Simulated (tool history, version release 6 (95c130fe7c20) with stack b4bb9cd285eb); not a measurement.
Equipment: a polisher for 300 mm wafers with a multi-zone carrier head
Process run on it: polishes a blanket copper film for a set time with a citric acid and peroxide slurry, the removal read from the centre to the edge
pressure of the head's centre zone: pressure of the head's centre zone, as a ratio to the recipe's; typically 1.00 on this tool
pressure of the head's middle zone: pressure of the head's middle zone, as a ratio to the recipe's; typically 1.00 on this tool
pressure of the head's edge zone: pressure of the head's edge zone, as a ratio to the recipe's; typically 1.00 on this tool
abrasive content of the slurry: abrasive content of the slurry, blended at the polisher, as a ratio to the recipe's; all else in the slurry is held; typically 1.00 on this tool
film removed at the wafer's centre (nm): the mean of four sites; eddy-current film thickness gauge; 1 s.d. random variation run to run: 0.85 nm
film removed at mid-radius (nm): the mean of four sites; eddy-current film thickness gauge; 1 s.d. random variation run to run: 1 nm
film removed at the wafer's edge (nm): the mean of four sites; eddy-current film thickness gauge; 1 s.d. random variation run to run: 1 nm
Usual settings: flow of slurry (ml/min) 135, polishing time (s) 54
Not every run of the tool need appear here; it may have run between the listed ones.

run	day	flow of slurry (ml/min)	pressure of the head's centre zone	pressure of the head's middle zone	pressure of the head's edge zone	abrasive content of the slurry	polishing time (s)	incoming thickness of the incoming film, nm	film removed at the wafer's centre (nm)	film removed at mid-radius (nm)	film removed at the wafer's edge (nm)
1	0.000	170	1.00	0.94	1.00	1.25	54	778.7	93.9	90.1	94.8
2	8.288	95	1.00	1.00	1.00	0.70	44	794.5	62.0	63.3	63.6
3	10.388	135	1.00	1.00	1.00	1.00	54	765.7	85.1	85.6	84.5
# day 11.812: worn pad replaced by a new one
4	12.967	135	0.93	1.00	1.11	0.85	54	783.1	78.8	86.6	90.7
# day 15.521: edge zone pressure recalibrated
5	16.333	135	1.00	0.91	1.11	1.00	54	780.8	88.3	81.6	92.4
6	18.825	135	1.00	0.91	1.06	1.00	59	785.5	94.2	87.9	99.3
# day 20.154: carrier head's membrane replaced by a new one
# day 20.821: slurry nozzle cleaned
7	22.617	135	1.00	1.00	1.00	1.00	54	792.6	89.9	90.9	90.7
# day 27.612: centre zone pressure recalibrated
8	29.842	135	1.06	1.00	1.00	1.25	54	773.8	99.1	93.3	92.5
9	37.267	175	1.00	0.92	0.93	1.00	54	783.9	90.9	84.6	86.6
10	39.808	135	1.00	1.00	1.00	1.00	54	777.7	86.4	86.9	87.7
11	43.950	110	1.00	1.00	0.91	1.00	54	788.4	80.6	81.5	79.4
# day 45.196: worn pad replaced by a new one
12	47.029	135	1.00	1.00	1.10	1.00	54	782.6	87.6	87.3	93.0
# day 49.979: slurry nozzle cleaned
13	51.079	135	0.91	1.00	1.00	1.10	54	765.8	83.4	91.3	91.4
14	53.646	160	1.00	1.00	1.00	1.20	54	786.6	95.2	94.9	96.7
15	55.454	135	1.00	0.92	1.00	1.00	61	779.3	99.8	94.0	104.0
16	57.696	135	1.00	0.93	1.09	1.00	54	773.1	89.1	83.4	91.0
17	61.417	135	1.00	1.00	1.04	0.90	54	764.7	86.0	85.8	87.8
18	63.838	135	1.00	1.00	1.00	0.85	54	783.9	87.5	87.2	86.1
# day 65.158: carrier head's membrane replaced by a new one
19	66.867	95	1.00	0.94	1.00	1.00	54	772.1	82.8	78.1	85.7
20	71.217	180	1.04	1.00	1.00	0.70	54	772.9	87.9	84.1	84.0
21	73.092	135	1.00	0.95	1.00	1.00	54	782.4	85.0	80.7	85.8

Predict each of these 4 candidate next runs independently; none follows another, all start after run 21:
A	73.108	135	1.00	1.00	1.00	1.25	54	782.3	?	?	?
B	73.108	135	0.90	1.00	0.89	1.00	54	782.3	?	?	?
C	73.108	135	1.00	1.00	1.00	1.00	66	782.3	?	?	?
D	73.108	105	0.88	1.00	1.08	1.00	54	782.3	?	?	?

run	film removed at the wafer's centre (nm)	film removed at mid-radius (nm)	film removed at the wafer's edge (nm)
A	88.7	89.7	89.1
B	76.7	86.3	81.6
C	104.3	105.4	104.7
D	71.8	83.1	86.4
Take away the tool's hidden state, keep each run's random variation, and the runs would have read:
run	film removed at the wafer's centre (nm)	film removed at mid-radius (nm)	film removed at the wafer's edge (nm)
A	94.8	95.4	94.0
B	81.9	91.8	86.1
C	111.4	112.1	110.5
D	77.1	88.8	91.4

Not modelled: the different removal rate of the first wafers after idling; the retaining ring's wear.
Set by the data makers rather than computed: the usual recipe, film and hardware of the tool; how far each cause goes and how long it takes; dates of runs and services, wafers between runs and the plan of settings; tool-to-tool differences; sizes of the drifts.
